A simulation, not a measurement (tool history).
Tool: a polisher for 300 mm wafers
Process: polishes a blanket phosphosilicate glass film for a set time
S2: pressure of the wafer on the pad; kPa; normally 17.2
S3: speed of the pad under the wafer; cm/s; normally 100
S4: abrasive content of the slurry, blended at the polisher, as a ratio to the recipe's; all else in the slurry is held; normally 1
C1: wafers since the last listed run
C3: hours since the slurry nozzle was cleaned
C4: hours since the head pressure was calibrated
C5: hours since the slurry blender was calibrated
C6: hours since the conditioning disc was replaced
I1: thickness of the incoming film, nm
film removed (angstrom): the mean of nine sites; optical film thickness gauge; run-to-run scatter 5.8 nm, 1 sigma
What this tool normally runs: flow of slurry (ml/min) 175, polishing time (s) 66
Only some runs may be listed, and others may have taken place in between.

run 1 day=0 | flow_of_slurry_(ml/min)=175 S2=17.2 S3=100 S4=1.2 polishing_time_(s)=66 | C1=0 wafers_polished_on_this_pad=4446 C3=172.6 C4=439.1 C5=9.2 C6=409.1 | I1=2393.2 | film_removed_(angstrom)=4948
run 2 day=3.367 | flow_of_slurry_(ml/min)=175 S2=17.2 S3=100 S4=1.2 polishing_time_(s)=66 | C1=1143 wafers_polished_on_this_pad=5589 C3=253.4 C4=519.9 C5=90 C6=489.9 | I1=2430.9 | film_removed_(angstrom)=4916
run 3 day=7.717 | flow_of_slurry_(ml/min)=130 S2=17.2 S3=100 S4=1 polishing_time_(s)=66 | C1=1477 wafers_polished_on_this_pad=7067 C3=357.8 C4=624.3 C5=194.4 C6=594.3 | I1=2412.4 | film_removed_(angstrom)=4096
-- day=8.925 head pressure recalibrated
-- day=8.958 worn pad replaced by a new one
-- day=9.65 conditioning disc replaced and pad reconditioned
run 4 day=11.033 | flow_of_slurry_(ml/min)=130 S2=17.2 S3=100 S4=1 polishing_time_(s)=66 | C1=1058 wafers_polished_on_this_pad=676 C3=437.4 C4=50.6 C5=274 C6=33.2 | I1=2402 | film_removed_(angstrom)=4643
run 5 day=12.688 | flow_of_slurry_(ml/min)=130 S2=17.2 S3=100 S4=1 polishing_time_(s)=66 | C1=561 wafers_polished_on_this_pad=1238 C3=477.1 C4=90.3 C5=313.7 C6=72.9 | I1=2394.3 | film_removed_(angstrom)=4573
run 6 day=16.217 | flow_of_slurry_(ml/min)=175 S2=17.2 S3=100 S4=1 polishing_time_(s)=56 | C1=1198 wafers_polished_on_this_pad=2436 C3=561.8 C4=175 C5=398.4 C6=157.6 | I1=2394.5 | film_removed_(angstrom)=3880
-- day=19.012 slurry nozzle cleaned
run 7 day=19.454 | flow_of_slurry_(ml/min)=175 S2=17.2 S3=100 S4=1 polishing_time_(s)=56 | C1=1085 wafers_polished_on_this_pad=3522 C3=10.6 C4=252.7 C5=476.1 C6=235.3 | I1=2380.2 | film_removed_(angstrom)=3881
run 8 day=21.679 | flow_of_slurry_(ml/min)=175 S2=23.4 S3=100 S4=1 polishing_time_(s)=66 | C1=755 wafers_polished_on_this_pad=4277 C3=64 C4=306.1 C5=529.5 C6=288.7 | I1=2403.2 | film_removed_(angstrom)=6163
run 9 day=25.167 | flow_of_slurry_(ml/min)=140 S2=17.2 S3=110 S4=1 polishing_time_(s)=66 | C1=1184 wafers_polished_on_this_pad=5462 C3=147.7 C4=389.8 C5=613.2 C6=372.4 | I1=2415.9 | film_removed_(angstrom)=4525
-- day=26.058 slurry blender recalibrated
run 10 day=29.621 | flow_of_slurry_(ml/min)=175 S2=11.7 S3=118 S4=1 polishing_time_(s)=76 | C1=1484 wafers_polished_on_this_pad=6946 C3=254.6 C4=496.7 C5=85.5 C6=479.3 | I1=2448.6 | film_removed_(angstrom)=3797
-- day=33.712 conditioning disc replaced and pad reconditioned
-- day=33.929 worn pad replaced by a new one
-- day=35.104 head pressure recalibrated
run 11 day=40.662 | flow_of_slurry_(ml/min)=175 S2=17.2 S3=100 S4=1 polishing_time_(s)=66 | C1=3636 wafers_polished_on_this_pad=2258 C3=519.6 C4=133.4 C5=350.5 C6=166.8 | I1=2429.6 | film_removed_(angstrom)=4738
run 12 day=44.05 | flow_of_slurry_(ml/min)=175 S2=17.2 S3=122 S4=0.9 polishing_time_(s)=48 | C1=1150 wafers_polished_on_this_pad=3409 C3=600.9 C4=214.7 C5=431.8 C6=248.1 | I1=2396.1 | film_removed_(angstrom)=3549
run 13 day=47.05 | flow_of_slurry_(ml/min)=175 S2=17.2 S3=100 S4=1 polishing_time_(s)=66 | C1=1018 wafers_polished_on_this_pad=4427 C3=672.9 C4=286.7 C5=503.8 C6=320.1 | I1=2412.2 | film_removed_(angstrom)=4537
-- day=49.725 slurry nozzle cleaned
-- day=50.25 slurry blender recalibrated
run 14 day=50.538 | flow_of_slurry_(ml/min)=235 S2=17.2 S3=70 S4=0.85 polishing_time_(s)=85 | C1=1141 wafers_polished_on_this_pad=5569 C3=19.5 C4=370.4 C5=6.9 C6=403.8 | I1=2392.7 | film_removed_(angstrom)=4332
run 15 day=52.771 | flow_of_slurry_(ml/min)=230 S2=17.2 S3=100 S4=0.8 polishing_time_(s)=66 | C1=758 wafers_polished_on_this_pad=6328 C3=73.1 C4=424 C5=60.5 C6=457.4 | I1=2417.9 | film_removed_(angstrom)=3865
run 16 day=55.392 | flow_of_slurry_(ml/min)=175 S2=13.1 S3=100 S4=1 polishing_time_(s)=76 | C1=890 wafers_polished_on_this_pad=7218 C3=136 C4=486.9 C5=123.4 C6=520.3 | I1=2411 | film_removed_(angstrom)=3791
run 17 day=57.55 | flow_of_slurry_(ml/min)=235 S2=17.2 S3=70 S4=0.85 polishing_time_(s)=85 | C1=732 wafers_polished_on_this_pad=7951 C3=187.8 C4=538.7 C5=175.2 C6=572.1 | I1=2393.5 | film_removed_(angstrom)=4112
-- day=58.075 worn pad replaced by a new one
-- day=58.208 conditioning disc replaced and pad reconditioned
run 18 day=60.229 | flow_of_slurry_(ml/min)=140 S2=17.2 S3=100 S4=1 polishing_time_(s)=83 | C1=824 wafers_polished_on_this_pad=703 C3=252.1 C4=603 C5=239.5 C6=48.5 | I1=2396.3 | film_removed_(angstrom)=5479
-- day=60.521 head pressure recalibrated
run 19 day=64.267 | flow_of_slurry_(ml/min)=230 S2=17.2 S3=122 S4=1 polishing_time_(s)=54 | C1=1342 wafers_polished_on_this_pad=2046 C3=349 C4=89.9 C5=336.4 C6=145.4 | I1=2374.5 | film_removed_(angstrom)=4725
run 20 day=66.95 | flow_of_slurry_(ml/min)=175 S2=22.8 S3=100 S4=1 polishing_time_(s)=77 | C1=911 wafers_polished_on_this_pad=2957 C3=413.4 C4=154.3 C5=400.8 C6=209.8 | I1=2410.5 | film_removed_(angstrom)=7244
-- day=71.004 slurry blender recalibrated
run 21 day=71.083 | flow_of_slurry_(ml/min)=150 S2=17.2 S3=100 S4=0.75 polishing_time_(s)=66 | C1=1375 wafers_polished_on_this_pad=4333 C3=512.6 C4=253.5 C5=1.9 C6=309 | I1=2391 | film_removed_(angstrom)=3647
run 22 day=72.971 | flow_of_slurry_(ml/min)=175 S2=17.2 S3=100 S4=1.3 polishing_time_(s)=72 | C1=640 wafers_polished_on_this_pad=4974 C3=557.9 C4=298.8 C5=47.2 C6=354.3 | I1=2349.5 | film_removed_(angstrom)=5722
-- day=75.379 slurry nozzle cleaned
run 23 day=79.883 | flow_of_slurry_(ml/min)=175 S2=17.2 S3=100 S4=1 polishing_time_(s)=66 | C1=2333 wafers_polished_on_this_pad=7307 C3=108.1 C4=464.7 C5=213.1 C6=520.2 | I1=2401.6 | film_removed_(angstrom)=4378
-- day=82.2 worn pad replaced by a new one
-- day=83.838 conditioning disc replaced and pad reconditioned
run 24 day=84.354 | flow_of_slurry_(ml/min)=175 S2=17.2 S3=134 S4=1.25 polishing_time_(s)=59 | C1=1433 wafers_polished_on_this_pad=703 C3=215.4 C4=572 C5=320.4 C6=12.4 | I1=2391 | film_removed_(angstrom)=5768
run 25 day=86.758 | flow_of_slurry_(ml/min)=175 S2=17.2 S3=100 S4=1 polishing_time_(s)=66 | C1=816 wafers_polished_on_this_pad=1519 C3=273.1 C4=629.7 C5=378.1 C6=70.1 | I1=2378.7 | film_removed_(angstrom)=4505

Here are 4 independent what-if runs from the current tool condition. What would each one return?
run A day=86.775 | flow_of_slurry_(ml/min)=175 S2=17.2 S3=68 S4=1 polishing_time_(s)=66 | C1=5 wafers_polished_on_this_pad=1525 C3=273.5 C4=630.1 C5=378.5 C6=70.5 | I1=2435 | film_removed_(angstrom)=?
run B day=86.775 | flow_of_slurry_(ml/min)=115 S2=13.8 S3=82 S4=0.8 polishing_time_(s)=66 | C1=5 wafers_polished_on_this_pad=1525 C3=273.5 C4=630.1 C5=378.5 C6=70.5 | I1=2435 | film_removed_(angstrom)=?
run C day=86.775 | flow_of_slurry_(ml/min)=175 S2=11 S3=122 S4=1.15 polishing_time_(s)=66 | C1=5 wafers_polished_on_this_pad=1525 C3=273.5 C4=630.1 C5=378.5 C6=70.5 | I1=2435 | film_removed_(angstrom)=?
run D day=86.775 | flow_of_slurry_(ml/min)=120 S2=20 S3=68 S4=1 polishing_time_(s)=66 | C1=5 wafers_polished_on_this_pad=1525 C3=273.5 C4=630.1 C5=378.5 C6=70.5 | I1=2435 | film_removed_(angstrom)=?

run=A film_removed_(angstrom)=3571
run=B film_removed_(angstrom)=2498
run=C film_removed_(angstrom)=3545
run=D film_removed_(angstrom)=3831
Take away the tool's hidden state, keep each run's random variation, and the runs would have read:
run=A film_removed_(angstrom)=4048
run=B film_removed_(angstrom)=2831
run=C film_removed_(angstrom)=4019
run=D film_removed_(angstrom)=4342

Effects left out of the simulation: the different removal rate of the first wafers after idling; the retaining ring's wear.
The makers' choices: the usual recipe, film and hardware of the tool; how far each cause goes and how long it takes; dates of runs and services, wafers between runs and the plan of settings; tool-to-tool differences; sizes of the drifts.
